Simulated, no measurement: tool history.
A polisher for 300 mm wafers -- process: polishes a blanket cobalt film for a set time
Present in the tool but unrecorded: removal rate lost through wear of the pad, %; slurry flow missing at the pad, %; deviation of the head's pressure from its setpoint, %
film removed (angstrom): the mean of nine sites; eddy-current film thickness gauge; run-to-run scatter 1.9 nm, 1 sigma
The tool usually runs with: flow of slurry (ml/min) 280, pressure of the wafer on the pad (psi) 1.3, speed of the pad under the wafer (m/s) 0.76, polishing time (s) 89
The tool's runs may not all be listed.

run,hour,flow of slurry (ml/min),pressure of the wafer on the pad (psi),speed of the pad under the wafer (m/s),polishing time (s),wafers since the last listed run,wafers polished on this pad,hours since the slurry nozzle was cleaned,hours since the head pressure was calibrated,"incoming thickness of the incoming film, nm",film removed (angstrom)
1,0.0,280,1.3,0.76,89,0,1823,299.2,1035.4,1081.5,2230
# hour 31.8: head pressure recalibrated
2,44.8,280,1.3,0.76,89,262,2086,344.0,13.0,1078.5,2047
3,75.0,280,1.3,0.76,89,185,2271,374.2,43.2,1069.2,2089
# hour 85.0: slurry nozzle cleaned
# hour 125.4: worn pad replaced by a new one
4,125.9,280,1.3,0.76,89,281,3,40.9,94.1,1083.6,2109
5,157.8,280,1.3,0.76,89,195,199,72.8,126.0,1086.6,2129
6,204.0,280,1.3,0.76,89,283,482,119.0,172.2,1096.5,2154
7,246.4,280,1.3,0.76,89,260,742,161.4,214.6,1087.1,2172
8,310.0,280,1.3,0.66,89,390,1133,225.0,278.2,1087.9,1979
9,344.6,280,1.3,0.66,89,212,1345,259.6,312.8,1073.0,1952
# hour 432.2: slurry nozzle cleaned
10,446.9,280,1.3,0.76,77,621,1967,14.7,415.1,1082.2,1933
11,510.2,280,1.3,0.76,89,388,2356,78.0,478.4,1095.6,2213
# hour 519.1: worn pad replaced by a new one
12,579.6,280,1.3,0.76,89,401,371,147.4,547.8,1087.6,2229
13,621.6,280,1.3,0.76,89,257,628,189.4,589.8,1088.8,2222
14,653.2,280,1.3,0.76,89,193,822,221.0,621.4,1093.5,2208
15,696.0,280,1.3,0.76,89,262,1085,263.8,664.2,1076.7,2215
16,744.2,280,1.3,0.76,89,295,1381,312.0,712.4,1107.5,2219
17,778.0,280,1.3,0.90,89,207,1588,345.8,746.2,1089.4,2487
# hour 817.3: slurry nozzle cleaned
# hour 841.1: worn pad replaced by a new one
18,842.0,235,1.3,0.58,89,362,5,24.7,810.2,1074.6,1863
19,881.0,280,1.3,0.76,89,239,245,63.7,849.2,1080.3,2273
20,915.2,280,1.3,0.76,89,209,454,97.9,883.4,1090.3,2241
21,947.6,190,1.1,0.76,111,198,653,130.3,915.8,1089.0,2384
# hour 1000.2: head pressure recalibrated
22,1011.5,280,1.3,0.76,89,379,1033,194.2,11.3,1086.4,2045
23,1062.3,245,1.2,0.84,89,311,1345,245.0,62.1,1071.0,2076
24,1089.4,190,1.1,0.68,89,166,1511,272.1,89.2,1091.5,1626
25,1121.2,200,1.3,0.50,89,195,1707,303.9,121.0,1104.3,1542
# hour 1172.3: slurry nozzle cleaned
26,1172.8,280,1.3,0.76,89,310,2017,0.5,172.6,1087.8,2154
27,1228.6,235,1.5,0.98,89,342,2360,56.3,228.4,1085.3,2883
# hour 1248.9: worn pad replaced by a new one
28,1297.9,280,1.3,0.52,89,400,300,125.6,297.7,1111.1,1700
29,1341.1,280,1.3,0.76,89,265,565,168.8,340.9,1090.2,2216
30,1376.4,245,1.6,0.76,73,216,782,204.1,376.2,1086.3,2117
31,1418.6,280,1.3,0.76,89,259,1041,246.3,418.4,1086.0,2166
32,1449.5,280,1.5,0.76,89,189,1231,277.2,449.3,1078.2,2489
33,1476.4,280,1.3,0.76,89,165,1396,304.1,476.2,1096.3,2156
34,1539.9,225,1.3,0.54,89,389,1785,367.6,539.7,1087.8,1678
# hour 1574.0: slurry nozzle cleaned
35,1592.4,280,1.3,0.76,66,316,2102,18.4,592.2,1066.1,1655
# hour 1641.7: worn pad replaced by a new one
36,1642.2,280,1.6,0.96,77,281,2,68.2,642.0,1065.6,2760
37,1703.9,280,1.3,0.76,68,378,381,129.9,703.7,1101.0,1736

Branching from run 37: 4 alternative next runs. What would each branch give?
A,1704.4,280,1.3,0.76,89,3,384,130.4,704.2,1105.2,?
B,1704.4,360,1.3,0.96,89,3,384,130.4,704.2,1105.2,?
C,1704.4,350,1.3,0.76,89,3,384,130.4,704.2,1105.2,?
D,1704.4,280,1.6,0.76,89,3,384,130.4,704.2,1105.2,?

run,film removed (angstrom)
A,2228
B,2690
C,2260
D,2661
The same runs, with their run-to-run variation unchanged, on a tool lacking any hidden condition would have given:
run,film removed (angstrom)
A,2090
B,2519
C,2117
D,2496
